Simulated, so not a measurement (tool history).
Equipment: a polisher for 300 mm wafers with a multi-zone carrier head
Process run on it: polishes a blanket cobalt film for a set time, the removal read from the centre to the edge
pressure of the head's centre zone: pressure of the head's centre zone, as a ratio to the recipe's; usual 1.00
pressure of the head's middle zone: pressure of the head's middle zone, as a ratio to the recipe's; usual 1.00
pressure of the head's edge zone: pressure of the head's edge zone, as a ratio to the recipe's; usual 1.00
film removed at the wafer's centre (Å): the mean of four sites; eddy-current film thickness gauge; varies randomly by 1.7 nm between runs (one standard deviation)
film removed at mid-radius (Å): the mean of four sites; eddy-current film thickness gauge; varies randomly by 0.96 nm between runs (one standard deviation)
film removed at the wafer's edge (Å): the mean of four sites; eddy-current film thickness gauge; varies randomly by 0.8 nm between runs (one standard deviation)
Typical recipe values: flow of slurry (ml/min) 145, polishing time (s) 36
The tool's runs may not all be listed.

| run | hour | flow of slurry (ml/min) | pressure of the head's centre zone | pressure of the head's middle zone | pressure of the head's edge zone | polishing time (s) | wafers since the last listed run | wafers polished on this pad | hours since the slurry nozzle was cleaned | hours since the centre zone pressure was calibrated | hours since the edge zone pressure was calibrated | hours since the carrier head's membrane was replaced | incoming thickness of the incoming film, nm | film removed at the wafer's centre (Å) | film removed at mid-radius (Å) | film removed at the wafer's edge (Å) |
|---|---|---|---|---|---|---|---|---|---|---|---|---|---|---|---|---|
| 1 | 0.0 | 160 | 1.09 | 1.00 | 1.00 | 36 | 0 | 757 | 84.3 | 1158.5 | 1211.5 | 1479.0 | 1154.1 | 1293 | 1144 | 1177 |
| 2 | 9.9 | 160 | 1.09 | 1.00 | 1.00 | 36 | 105 | 863 | 94.2 | 1168.4 | 1221.4 | 1488.9 | 1142.4 | 1285 | 1171 | 1163 |
|  | 14.5 | worn pad replaced by a new one |
| 3 | 17.8 | 160 | 1.09 | 1.00 | 1.00 | 36 | 41 | 35 | 102.1 | 1176.3 | 1229.3 | 1496.8 | 1162.8 | 1290 | 1152 | 1178 |
| 4 | 32.8 | 145 | 1.00 | 1.00 | 1.00 | 36 | 160 | 195 | 117.1 | 1191.3 | 1244.3 | 1511.8 | 1146.7 | 1157 | 1134 | 1146 |
| 5 | 46.9 | 145 | 1.00 | 1.00 | 1.00 | 36 | 150 | 345 | 131.2 | 1205.4 | 1258.4 | 1525.9 | 1164.8 | 1145 | 1116 | 1147 |
| 6 | 61.6 | 145 | 1.00 | 1.00 | 1.00 | 30 | 156 | 502 | 145.9 | 1220.1 | 1273.1 | 1540.6 | 1163.9 | 946 | 933 | 955 |
| 7 | 74.6 | 145 | 0.94 | 1.00 | 1.00 | 36 | 138 | 641 | 158.9 | 1233.1 | 1286.1 | 1553.6 | 1177.0 | 1081 | 1113 | 1134 |
| 8 | 83.8 | 145 | 1.08 | 1.00 | 0.93 | 36 | 98 | 739 | 168.1 | 1242.3 | 1295.3 | 1562.8 | 1158.9 | 1236 | 1097 | 1086 |
|  | 94.4 | worn pad replaced by a new one |
| 9 | 96.6 | 145 | 1.08 | 1.00 | 0.93 | 36 | 93 | 23 | 180.9 | 1255.1 | 1308.1 | 1575.6 | 1140.8 | 1222 | 1120 | 1088 |
| 10 | 105.0 | 145 | 1.08 | 1.00 | 0.93 | 36 | 89 | 112 | 189.3 | 1263.5 | 1316.5 | 1584.0 | 1138.7 | 1235 | 1121 | 1103 |
|  | 124.5 | carrier head's membrane replaced by a new one |
|  | 132.6 | edge zone pressure recalibrated |
| 11 | 133.1 | 145 | 1.00 | 1.00 | 1.00 | 36 | 225 | 337 | 217.4 | 1291.6 | 0.5 | 8.6 | 1166.7 | 1120 | 1093 | 1118 |
| 12 | 142.0 | 145 | 1.00 | 1.00 | 1.00 | 36 | 94 | 432 | 226.3 | 1300.5 | 9.4 | 17.5 | 1177.8 | 1102 | 1101 | 1118 |
|  | 146.9 | centre zone pressure recalibrated |
| 13 | 159.8 | 145 | 1.00 | 1.00 | 1.04 | 36 | 168 | 601 | 244.1 | 12.9 | 27.2 | 35.3 | 1161.0 | 1105 | 1094 | 1139 |
|  | 165.5 | slurry nozzle cleaned |
| 14 | 166.8 | 145 | 1.00 | 1.06 | 0.89 | 36 | 64 | 665 | 1.3 | 19.9 | 34.2 | 42.3 | 1161.5 | 1178 | 1222 | 1096 |
|  | 171.1 | worn pad replaced by a new one |
| 15 | 182.2 | 145 | 0.89 | 1.04 | 1.00 | 30 | 121 | 118 | 16.7 | 35.3 | 49.6 | 57.7 | 1151.0 | 860 | 987 | 954 |
| 16 | 199.4 | 145 | 1.00 | 1.00 | 1.00 | 36 | 183 | 301 | 33.9 | 52.5 | 66.8 | 74.9 | 1168.4 | 1145 | 1142 | 1156 |
| 17 | 206.6 | 170 | 1.00 | 1.00 | 1.00 | 42 | 76 | 378 | 41.1 | 59.7 | 74.0 | 82.1 | 1154.4 | 1436 | 1380 | 1396 |
| 18 | 223.5 | 145 | 1.00 | 0.93 | 1.00 | 36 | 180 | 559 | 58.0 | 76.6 | 90.9 | 99.0 | 1167.6 | 1166 | 1069 | 1162 |
| 19 | 238.0 | 110 | 1.00 | 1.00 | 0.96 | 36 | 154 | 713 | 72.5 | 91.1 | 105.4 | 113.5 | 1153.8 | 1088 | 1074 | 1067 |
| 20 | 248.3 | 145 | 1.00 | 1.00 | 1.00 | 31 | 109 | 823 | 82.8 | 101.4 | 115.7 | 123.8 | 1158.4 | 1000 | 975 | 986 |
|  | 258.8 | worn pad replaced by a new one |
| 21 | 259.3 | 145 | 1.00 | 0.89 | 1.08 | 36 | 74 | 5 | 93.8 | 112.4 | 126.7 | 134.8 | 1154.2 | 1171 | 1013 | 1192 |

Here are 5 independent what-if runs from the current tool condition. What would each one return?
| A | 259.7 | 145 | 1.00 | 1.00 | 0.88 | 36 | 4 | 9 | 94.2 | 112.8 | 127.1 | 135.2 | 1153.5 | ? | ? | ? |
| B | 259.7 | 145 | 1.11 | 1.00 | 1.00 | 30 | 4 | 9 | 94.2 | 112.8 | 127.1 | 135.2 | 1153.5 | ? | ? | ? |
| C | 259.7 | 145 | 1.00 | 1.00 | 1.12 | 36 | 4 | 9 | 94.2 | 112.8 | 127.1 | 135.2 | 1153.5 | ? | ? | ? |
| D | 259.7 | 145 | 1.00 | 0.91 | 0.92 | 36 | 4 | 9 | 94.2 | 112.8 | 127.1 | 135.2 | 1153.5 | ? | ? | ? |
| E | 259.7 | 145 | 1.11 | 1.00 | 0.90 | 36 | 4 | 9 | 94.2 | 112.8 | 127.1 | 135.2 | 1153.5 | ? | ? | ? |

| run | film removed at the wafer's centre (Å) | film removed at mid-radius (Å) | film removed at the wafer's edge (Å) |
|---|---|---|---|
| A | 1143 | 1139 | 1090 |
| B | 1058 | 949 | 964 |
| C | 1143 | 1139 | 1224 |
| D | 1142 | 1053 | 1114 |
| E | 1270 | 1138 | 1101 |
What these runs would have given with no unlogged condition in the tool:
| run | film removed at the wafer's centre (Å) | film removed at mid-radius (Å) | film removed at the wafer's edge (Å) |
|---|---|---|---|
| A | 1157 | 1151 | 1098 |
| B | 1071 | 959 | 972 |
| C | 1157 | 1151 | 1234 |
| D | 1156 | 1064 | 1122 |
| E | 1285 | 1151 | 1110 |
